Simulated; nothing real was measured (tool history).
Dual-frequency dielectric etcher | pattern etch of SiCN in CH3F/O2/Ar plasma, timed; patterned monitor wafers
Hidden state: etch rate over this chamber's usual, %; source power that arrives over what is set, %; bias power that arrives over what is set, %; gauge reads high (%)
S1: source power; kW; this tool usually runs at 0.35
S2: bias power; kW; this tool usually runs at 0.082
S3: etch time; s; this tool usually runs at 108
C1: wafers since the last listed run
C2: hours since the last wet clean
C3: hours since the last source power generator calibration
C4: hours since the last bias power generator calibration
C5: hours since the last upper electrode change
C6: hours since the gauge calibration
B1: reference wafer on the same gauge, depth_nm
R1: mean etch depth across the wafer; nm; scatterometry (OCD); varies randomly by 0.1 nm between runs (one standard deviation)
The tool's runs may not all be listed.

{"run": 1, "hour": 0.0, "S1": 0.35, "S2": 0.082, "S3": 108, "C1": 0, "C2": 0.3, "C3": 3065.4, "C4": 2245.3, "C5": 2681.6, "C6": 17.2, "B1": 42.85, "R1": 39.97}
{"run": 2, "hour": 32.3, "S1": 0.35, "S2": 0.082, "S3": 108, "C1": 418, "C2": 32.6, "C3": 3097.7, "C4": 2277.6, "C5": 2713.9, "C6": 49.5, "B1": 42.89, "R1": 40.02}
{"run": 3, "hour": 52.6, "S1": 0.35, "S2": 0.082, "S3": 108, "C1": 263, "C2": 52.9, "C3": 3118, "C4": 2297.9, "C5": 2734.2, "C6": 69.8, "B1": 42.86, "R1": 39.94}
{"run": 4, "hour": 76.2, "S1": 0.35, "S2": 0.082, "S3": 108, "C1": 305, "C2": 76.5, "C3": 3141.6, "C4": 2321.5, "C5": 2757.8, "C6": 93.4, "B1": 42.94, "R1": 39.93}
{"run": 5, "hour": 95.9, "S1": 0.35, "S2": 0.082, "S3": 108, "C1": 255, "C2": 96.2, "C3": 3161.3, "C4": 2341.2, "C5": 2777.5, "C6": 113.1, "B1": 42.88, "R1": 39.72}
{"run": 6, "hour": 108.3, "S1": 0.35, "S2": 0.082, "S3": 108, "C1": 160, "C2": 108.6, "C3": 3173.7, "C4": 2353.6, "C5": 2789.9, "C6": 125.5, "B1": 42.93, "R1": 39.69}
{"run": 7, "hour": 135.9, "S1": 0.35, "S2": 0.082, "S3": 108, "C1": 357, "C2": 136.2, "C3": 3201.3, "C4": 2381.2, "C5": 2817.5, "C6": 153.1, "B1": 42.89, "R1": 39.71}
{"run": 8, "hour": 169.0, "S1": 0.35, "S2": 0.082, "S3": 108, "C1": 428, "C2": 169.3, "C3": 3234.4, "C4": 2414.3, "C5": 2850.6, "C6": 186.2, "B1": 42.94, "R1": 39.59}
{"run": 9, "hour": 196.9, "S1": 0.35, "S2": 0.082, "S3": 108, "C1": 361, "C2": 197.2, "C3": 3262.3, "C4": 2442.2, "C5": 2878.5, "C6": 214.1, "B1": 42.92, "R1": 39.59}
{"run": 10, "hour": 210.6, "S1": 0.35, "S2": 0.082, "S3": 108, "C1": 177, "C2": 210.9, "C3": 3276, "C4": 2455.9, "C5": 2892.2, "C6": 227.8, "B1": 42.88, "R1": 39.52}
{"run": 11, "hour": 242.5, "S1": 0.35, "S2": 0.071, "S3": 108, "C1": 413, "C2": 242.8, "C3": 3307.9, "C4": 2487.8, "C5": 2924.1, "C6": 259.7, "B1": 42.92, "R1": 38.08}
{"run": 12, "hour": 267.7, "S1": 0.3, "S2": 0.082, "S3": 108, "C1": 326, "C2": 268, "C3": 3333.1, "C4": 2513, "C5": 2949.3, "C6": 284.9, "B1": 42.95, "R1": 37.39}
{"run": 13, "hour": 303.6, "S1": 0.37, "S2": 0.065, "S3": 117.5, "C1": 465, "C2": 303.9, "C3": 3369, "C4": 2548.9, "C5": 2985.2, "C6": 320.8, "B1": 42.87, "R1": 41.1}
{"hour": 359.0, "done": "gauge calibrated"}
{"hour": 367.5, "done": "upper electrode replaced"}
{"hour": 387.9, "done": "source power generator calibrated"}
{"run": 14, "hour": 388.4, "S1": 0.29, "S2": 0.063, "S3": 138, "C1": 735, "C2": 388.7, "C3": 0.5, "C4": 2633.7, "C5": 20.9, "C6": 29.4, "B1": 42.94, "R1": 43.81}
{"run": 15, "hour": 428.8, "S1": 0.29, "S2": 0.097, "S3": 136.5, "C1": 523, "C2": 429.1, "C3": 40.9, "C4": 2674.1, "C5": 61.3, "C6": 69.8, "B1": 42.94, "R1": 48.59}
{"hour": 448.2, "done": "bias power generator calibrated"}
{"hour": 485.1, "done": "wet clean of the chamber"}
{"run": 16, "hour": 485.6, "S1": 0.35, "S2": 0.082, "S3": 108, "C1": 373, "C2": 0.5, "C3": 97.7, "C4": 37.4, "C5": 118.1, "C6": 126.6, "B1": 42.88, "R1": 39.52}
{"run": 17, "hour": 495.8, "S1": 0.43, "S2": 0.082, "S3": 130.5, "C1": 132, "C2": 10.7, "C3": 107.9, "C4": 47.6, "C5": 128.3, "C6": 136.8, "B1": 42.88, "R1": 51.53}
{"run": 18, "hour": 519.4, "S1": 0.35, "S2": 0.082, "S3": 92.5, "C1": 305, "C2": 34.3, "C3": 131.5, "C4": 71.2, "C5": 151.9, "C6": 160.4, "B1": 42.94, "R1": 33.93}
{"run": 19, "hour": 549.3, "S1": 0.3, "S2": 0.082, "S3": 108, "C1": 387, "C2": 64.2, "C3": 161.4, "C4": 101.1, "C5": 181.8, "C6": 190.3, "B1": 42.88, "R1": 37.45}
{"run": 20, "hour": 585.1, "S1": 0.35, "S2": 0.094, "S3": 108, "C1": 463, "C2": 100, "C3": 197.2, "C4": 136.9, "C5": 217.6, "C6": 226.1, "B1": 42.9, "R1": 41.12}
{"run": 21, "hour": 599.3, "S1": 0.35, "S2": 0.082, "S3": 108, "C1": 183, "C2": 114.2, "C3": 211.4, "C4": 151.1, "C5": 231.8, "C6": 240.3, "B1": 42.94, "R1": 39.23}
{"run": 22, "hour": 619.6, "S1": 0.39, "S2": 0.064, "S3": 78.5, "C1": 263, "C2": 134.5, "C3": 231.7, "C4": 171.4, "C5": 252.1, "C6": 260.6, "B1": 42.92, "R1": 27.93}

Branching from run 22: 4 alternative next runs. What would each branch give?
{"run": "A", "hour": 620.0, "S1": 0.35, "S2": 0.1, "S3": 108, "C1": 5, "C2": 134.9, "C3": 232.1, "C4": 171.8, "C5": 252.5, "C6": 261, "B1": "?", "R1": "?"}
{"run": "B", "hour": 620.0, "S1": 0.35, "S2": 0.102, "S3": 108, "C1": 5, "C2": 134.9, "C3": 232.1, "C4": 171.8, "C5": 252.5, "C6": 261, "B1": "?", "R1": "?"}
{"run": "C", "hour": 620.0, "S1": 0.38, "S2": 0.082, "S3": 76, "C1": 5, "C2": 134.9, "C3": 232.1, "C4": 171.8, "C5": 252.5, "C6": 261, "B1": "?", "R1": "?"}
{"run": "D", "hour": 620.0, "S1": 0.35, "S2": 0.099, "S3": 108, "C1": 5, "C2": 134.9, "C3": 232.1, "C4": 171.8, "C5": 252.5, "C6": 261, "B1": "?", "R1": "?"}

run=A B1=42.9 R1=41.75
run=B B1=42.9 R1=42
run=C B1=42.9 R1=28.56
run=D B1=42.9 R1=41.63
Take away the tool's hidden state, keep each run's random variation, and the runs would have read:
run=A R1=42.16
run=B R1=42.41
run=C R1=28.84
run=D R1=42.04

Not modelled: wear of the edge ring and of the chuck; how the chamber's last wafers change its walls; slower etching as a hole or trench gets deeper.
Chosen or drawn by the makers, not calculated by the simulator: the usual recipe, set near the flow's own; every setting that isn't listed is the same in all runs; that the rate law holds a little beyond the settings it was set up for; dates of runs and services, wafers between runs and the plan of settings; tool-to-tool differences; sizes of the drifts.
